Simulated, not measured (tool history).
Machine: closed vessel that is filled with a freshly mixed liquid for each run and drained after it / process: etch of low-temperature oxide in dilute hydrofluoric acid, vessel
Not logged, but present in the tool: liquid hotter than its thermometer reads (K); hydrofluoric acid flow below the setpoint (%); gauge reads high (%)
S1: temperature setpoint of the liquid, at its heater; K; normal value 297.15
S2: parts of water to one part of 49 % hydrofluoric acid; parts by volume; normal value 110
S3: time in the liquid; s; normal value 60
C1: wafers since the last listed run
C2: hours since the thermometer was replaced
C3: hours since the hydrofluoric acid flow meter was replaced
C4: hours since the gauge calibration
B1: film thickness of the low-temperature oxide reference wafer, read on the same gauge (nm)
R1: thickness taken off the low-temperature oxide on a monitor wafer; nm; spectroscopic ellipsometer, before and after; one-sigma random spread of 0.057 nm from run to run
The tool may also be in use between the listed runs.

| run | day | S1 | S2 | S3 | C1 | C2 | C3 | C4 | B1 | R1 |
|---|---|---|---|---|---|---|---|---|---|---|
| 1 | 0.000 | 297.15 | 110 | 60 | 0 | 68.8 | 741.6 | 1690.1 | 40.00 | 12.52 |
| 2 | 1.608 | 295.65 | 110 | 60 | 2814 | 107.4 | 780.2 | 1728.7 | 40.02 | 11.62 |
| 3 | 5.100 | 297.15 | 110 | 60 | 6109 | 191.2 | 864.0 | 1812.5 | 40.02 | 12.32 |
| 4 | 9.388 | 297.15 | 110 | 60 | 7502 | 294.1 | 966.9 | 1915.4 | 40.00 | 12.33 |
| 5 | 14.862 | 297.15 | 110 | 60 | 9580 | 425.5 | 1098.3 | 2046.8 | 40.01 | 12.30 |
| 6 | 17.229 | 297.15 | 110 | 60 | 4141 | 482.3 | 1155.1 | 2103.6 | 39.98 | 12.33 |
| 7 | 19.729 | 297.15 | 110 | 60 | 4374 | 542.3 | 1215.1 | 2163.6 | 40.02 | 12.36 |
| 8 | 23.262 | 297.15 | 110 | 60 | 6182 | 627.1 | 1299.9 | 2248.4 | 39.97 | 12.23 |
| 9 | 24.821 | 297.15 | 110 | 60 | 2726 | 664.5 | 1337.3 | 2285.8 | 40.01 | 12.19 |
| 10 | 28.221 | 294.15 | 110 | 60 | 5949 | 746.1 | 1418.9 | 2367.4 | 39.97 | 10.81 |
| 11 | 30.125 | 299.15 | 110 | 85 | 3332 | 791.8 | 1464.6 | 2413.1 | 40.03 | 18.59 |
| 12 | 32.512 | 297.15 | 110 | 60 | 4177 | 849.1 | 1521.9 | 2470.4 | 40.03 | 12.22 |
|  | 34.046 | thermometer replaced |
| 13 | 34.625 | 297.15 | 110 | 60 | 3623 | 13.9 | 1572.6 | 2521.1 | 40.01 | 12.16 |
| 14 | 37.021 | 297.15 | 110 | 70 | 4192 | 71.4 | 1630.1 | 2578.6 | 40.01 | 14.28 |
| 15 | 40.958 | 299.15 | 90 | 45 | 6890 | 165.9 | 1724.6 | 2673.1 | 40.01 | 12.38 |
| 16 | 42.600 | 297.15 | 65 | 85 | 2872 | 205.3 | 1764.0 | 2712.5 | 39.99 | 30.80 |
| 17 | 52.054 | 299.15 | 110 | 85 | 16543 | 432.2 | 1990.9 | 2939.4 | 40.00 | 18.33 |
| 18 | 53.558 | 297.15 | 65 | 60 | 2632 | 468.3 | 2027.0 | 2975.5 | 40.01 | 21.55 |
| 19 | 57.338 | 297.15 | 110 | 60 | 6613 | 559.0 | 2117.7 | 3066.2 | 40.01 | 12.05 |
| 20 | 61.525 | 298.65 | 70 | 80 | 7327 | 659.5 | 2218.2 | 3166.7 | 40.01 | 28.09 |
| 21 | 63.396 | 297.15 | 90 | 60 | 3273 | 704.4 | 2263.1 | 3211.6 | 40.00 | 15.03 |
| 22 | 65.875 | 297.15 | 165 | 50 | 4338 | 763.9 | 2322.6 | 3271.1 | 39.98 | 6.25 |
|  | 66.208 | thermometer replaced |
|  | 67.233 | gauge calibrated |
| 23 | 69.821 | 297.15 | 110 | 30 | 6831 | 86.7 | 2417.3 | 62.1 | 40.00 | 5.95 |
| 24 | 73.392 | 299.65 | 95 | 70 | 6248 | 172.4 | 2503.0 | 147.8 | 39.99 | 18.09 |
| 25 | 77.175 | 297.15 | 110 | 60 | 6620 | 263.2 | 2593.8 | 238.6 | 40.01 | 11.82 |
|  | 78.288 | hydrofluoric acid flow meter replaced |
| 26 | 79.375 | 300.15 | 110 | 60 | 3776 | 316.0 | 26.1 | 291.4 | 39.99 | 14.20 |
| 27 | 82.208 | 297.15 | 110 | 60 | 4957 | 384.0 | 94.1 | 359.4 | 40.00 | 12.63 |
| 28 | 85.746 | 297.15 | 110 | 60 | 6190 | 468.9 | 179.0 | 444.3 | 40.00 | 12.53 |
| 29 | 89.771 | 297.15 | 110 | 75 | 7043 | 565.5 | 275.6 | 540.9 | 39.98 | 15.54 |
| 30 | 91.625 | 297.15 | 110 | 60 | 3244 | 610.0 | 320.1 | 585.4 | 40.00 | 12.41 |
|  | 100.304 | thermometer replaced |
| 31 | 103.658 | 297.15 | 110 | 60 | 20983 | 80.5 | 608.9 | 874.2 | 39.97 | 12.42 |
| 32 | 106.592 | 299.65 | 145 | 45 | 5132 | 150.9 | 679.3 | 944.6 | 40.01 | 7.40 |

4 options for the next run, each taken on its own from the tool as it stands now. Forecast them:
| A | 106.621 | 297.15 | 110 | 45 | 51 | 151.6 | 680.0 | 945.3 | ? | ? |
| B | 106.621 | 297.15 | 165 | 40 | 51 | 151.6 | 680.0 | 945.3 | ? | ? |
| C | 106.621 | 300.15 | 110 | 70 | 51 | 151.6 | 680.0 | 945.3 | ? | ? |
| D | 106.621 | 297.15 | 110 | 35 | 51 | 151.6 | 680.0 | 945.3 | ? | ? |

| run | B1 | R1 |
|---|---|---|
| A | 40.03 | 9.29 |
| B | 40.03 | 5.16 |
| C | 40.03 | 16.22 |
| D | 40.03 | 7.22 |
The same runs, with their run-to-run variation unchanged, on a tool lacking any hidden condition would have given:
| run | R1 |
|---|---|
| A | 9.47 |
| B | 5.26 |
| C | 16.55 |
| D | 7.37 |
